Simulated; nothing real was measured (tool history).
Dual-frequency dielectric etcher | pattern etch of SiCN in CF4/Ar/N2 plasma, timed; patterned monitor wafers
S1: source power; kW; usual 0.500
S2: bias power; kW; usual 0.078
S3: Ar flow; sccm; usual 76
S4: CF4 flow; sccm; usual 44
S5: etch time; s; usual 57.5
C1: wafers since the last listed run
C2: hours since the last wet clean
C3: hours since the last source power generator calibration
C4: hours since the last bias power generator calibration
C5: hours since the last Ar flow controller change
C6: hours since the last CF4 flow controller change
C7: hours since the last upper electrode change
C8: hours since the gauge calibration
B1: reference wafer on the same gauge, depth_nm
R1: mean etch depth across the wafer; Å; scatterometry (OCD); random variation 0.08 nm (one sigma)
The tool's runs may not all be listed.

run 1 hour=0.0 | S1=0.500 S2=0.078 S3=76 S4=44 S5=57.5 | C1=0 C2=268.7 C3=5036.5 C4=4047.2 C5=4536.2 C6=2584.5 C7=3508.5 C8=41.5 | B1=51.6 | R1=534
-- hour=32.2 Ar flow controller replaced
-- hour=34.1 upper electrode replaced
run 2 hour=34.6 | S1=0.500 S2=0.078 S3=76 S4=44 S5=57.5 | C1=455 C2=303.3 C3=5071.1 C4=4081.8 C5=2.4 C6=2619.1 C7=0.5 C8=76.1 | B1=51.6 | R1=534
run 3 hour=34.9 | S1=0.500 S2=0.078 S3=76 S4=44 S5=57.5 | C1=5 C2=303.6 C3=5071.4 C4=4082.1 C5=2.7 C6=2619.4 C7=0.8 C8=76.4 | B1=51.6 | R1=533
-- hour=40.7 source power generator calibrated
run 4 hour=48.4 | S1=0.500 S2=0.097 S3=95 S4=44 S5=57.5 | C1=161 C2=317.1 C3=7.7 C4=4095.6 C5=16.2 C6=2632.9 C7=14.3 C8=89.9 | B1=51.6 | R1=574
run 5 hour=59.1 | S1=0.500 S2=0.078 S3=76 S4=44 S5=57.5 | C1=182 C2=327.8 C3=18.4 C4=4106.3 C5=26.9 C6=2643.6 C7=25.0 C8=100.6 | B1=51.6 | R1=534
run 6 hour=67.5 | S1=0.500 S2=0.078 S3=76 S4=44 S5=57.5 | C1=142 C2=336.2 C3=26.8 C4=4114.7 C5=35.3 C6=2652.0 C7=33.4 C8=109.0 | B1=51.6 | R1=533
run 7 hour=80.5 | S1=0.560 S2=0.097 S3=58 S4=44 S5=52.5 | C1=221 C2=349.2 C3=39.8 C4=4127.7 C5=48.3 C6=2665.0 C7=46.4 C8=122.0 | B1=51.6 | R1=597
-- hour=94.3 CF4 flow controller replaced
-- hour=94.6 bias power generator calibrated
-- hour=105.5 wet clean of the chamber
run 8 hour=106.0 | S1=0.500 S2=0.078 S3=76 S4=44 S5=57.5 | C1=141 C2=0.5 C3=65.3 C4=11.4 C5=73.8 C6=11.7 C7=71.9 C8=147.5 | B1=51.6 | R1=531
run 9 hour=106.4 | S1=0.500 S2=0.078 S3=76 S4=44 S5=57.5 | C1=6 C2=0.9 C3=65.7 C4=11.8 C5=74.2 C6=12.1 C7=72.3 C8=147.9 | B1=51.6 | R1=531
run 10 hour=118.4 | S1=0.500 S2=0.091 S3=88 S4=41 S5=74.5 | C1=204 C2=12.9 C3=77.7 C4=23.8 C5=86.2 C6=24.1 C7=84.3 C8=159.9 | B1=51.6 | R1=713
run 11 hour=134.3 | S1=0.500 S2=0.063 S3=83 S4=55 S5=72.5 | C1=270 C2=28.8 C3=93.6 C4=39.7 C5=102.1 C6=40.0 C7=100.2 C8=175.8 | B1=51.6 | R1=628
run 12 hour=142.4 | S1=0.500 S2=0.085 S3=64 S4=44 S5=57.5 | C1=137 C2=36.9 C3=101.7 C4=47.8 C5=110.2 C6=48.1 C7=108.3 C8=183.9 | B1=51.6 | R1=565

The next listed run, before its measurement:
run 13 hour=158.6 | S1=0.540 S2=0.096 S3=68 S4=44 S5=74.0 | C1=275 C2=53.1 C3=117.9 C4=64.0 C5=126.4 C6=64.3 C7=124.5 C8=200.1 | B1=? | R1=?

B1: 51.6
R1: 801 Å
Without the tool's hidden state the same run would have given R1 801 Å.
